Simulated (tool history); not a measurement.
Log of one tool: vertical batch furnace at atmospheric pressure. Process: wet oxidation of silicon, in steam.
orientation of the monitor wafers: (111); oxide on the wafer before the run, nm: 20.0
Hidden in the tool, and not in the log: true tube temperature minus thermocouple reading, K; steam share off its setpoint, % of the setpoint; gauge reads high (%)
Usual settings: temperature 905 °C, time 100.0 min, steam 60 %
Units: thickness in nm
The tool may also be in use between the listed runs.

| run | day | temperature | time | steam | wafers since the last listed run | hours since the last temperature calibration | hours since the steam generator was serviced | hours since the gauge calibration | read-back reference wafer on the same gauge, thickness | thickness |
|---|---|---|---|---|---|---|---|---|---|---|
| 1 | 0.000 | 905 | 100.0 | 60 | 0 | 3452.7 | 1593.2 | 1021.3 | 249.00 | 233.91 |
| 2 | 1.783 | 905 | 100.0 | 60 | 452 | 3495.5 | 1636.0 | 1064.1 | 249.01 | 233.69 |
| 3 | 4.462 | 905 | 100.0 | 60 | 679 | 3559.8 | 1700.3 | 1128.4 | 249.36 | 233.48 |
| 4 | 6.350 | 905 | 84.5 | 60 | 478 | 3605.1 | 1745.6 | 1173.7 | 248.82 | 205.34 |
|  | 8.479 | thermocouples replaced and temperature profile calibrated |
| 5 | 8.500 | 905 | 84.5 | 60 | 291 | 0.5 | 1797.2 | 1225.3 | 249.16 | 205.48 |
| 6 | 10.425 | 905 | 100.0 | 60 | 488 | 46.7 | 1843.4 | 1271.5 | 248.87 | 231.91 |
| 7 | 12.633 | 905 | 100.0 | 60 | 560 | 99.7 | 1896.4 | 1324.5 | 248.99 | 233.53 |
| 8 | 15.454 | 905 | 100.0 | 60 | 715 | 167.4 | 1964.1 | 1392.2 | 249.08 | 231.91 |
| 9 | 17.583 | 905 | 100.0 | 60 | 540 | 218.5 | 2015.2 | 1443.3 | 249.23 | 232.94 |
| 10 | 19.312 | 905 | 100.0 | 60 | 438 | 260.0 | 2056.7 | 1484.8 | 249.24 | 231.88 |
| 11 | 21.671 | 905 | 100.0 | 60 | 598 | 316.6 | 2113.3 | 1541.4 | 249.13 | 232.25 |
| 12 | 22.871 | 905 | 100.0 | 68 | 304 | 345.4 | 2142.1 | 1570.2 | 248.98 | 255.34 |
| 13 | 27.354 | 905 | 100.0 | 68 | 1137 | 453.0 | 2249.7 | 1677.8 | 249.35 | 255.33 |
|  | 28.262 | gauge calibrated |
| 14 | 29.671 | 895 | 137.5 | 69 | 587 | 508.6 | 2305.3 | 33.8 | 248.95 | 293.39 |
| 15 | 31.608 | 914 | 119.5 | 60 | 491 | 555.1 | 2351.8 | 80.3 | 248.77 | 289.10 |
| 16 | 32.638 | 913 | 142.5 | 60 | 261 | 579.8 | 2376.5 | 105.0 | 248.72 | 322.95 |
| 17 | 34.046 | 922 | 140.0 | 67 | 357 | 613.6 | 2410.3 | 138.8 | 248.48 | 371.96 |
| 18 | 36.758 | 898 | 131.0 | 52 | 688 | 678.7 | 2475.4 | 203.9 | 249.25 | 237.25 |
|  | 39.250 | steam generator serviced |
| 19 | 39.271 | 905 | 100.0 | 60 | 383 | 739.0 | 0.5 | 264.2 | 249.24 | 246.05 |
| 20 | 40.833 | 884 | 61.0 | 54 | 396 | 776.5 | 38.0 | 301.7 | 248.96 | 123.36 |
| 21 | 42.350 | 905 | 100.0 | 60 | 384 | 812.9 | 74.4 | 338.1 | 248.53 | 242.22 |
| 22 | 45.029 | 921 | 100.0 | 54 | 679 | 877.2 | 138.7 | 402.4 | 248.56 | 259.28 |
| 23 | 46.829 | 905 | 100.0 | 60 | 456 | 920.4 | 181.9 | 445.6 | 248.60 | 243.32 |
| 24 | 48.908 | 905 | 69.5 | 60 | 527 | 970.3 | 231.8 | 495.5 | 248.95 | 184.94 |

Run 25 comes next. What will it give?
| 25 | 51.108 | 924 | 64.5 | 49 | 558 | 1023.1 | 284.6 | 548.3 | ? | ? |

read-back reference wafer on the same gauge, thickness: 248.95
thickness: 180.93 nm
Without the tool's hidden state the same run would have given thickness 184.74 nm.

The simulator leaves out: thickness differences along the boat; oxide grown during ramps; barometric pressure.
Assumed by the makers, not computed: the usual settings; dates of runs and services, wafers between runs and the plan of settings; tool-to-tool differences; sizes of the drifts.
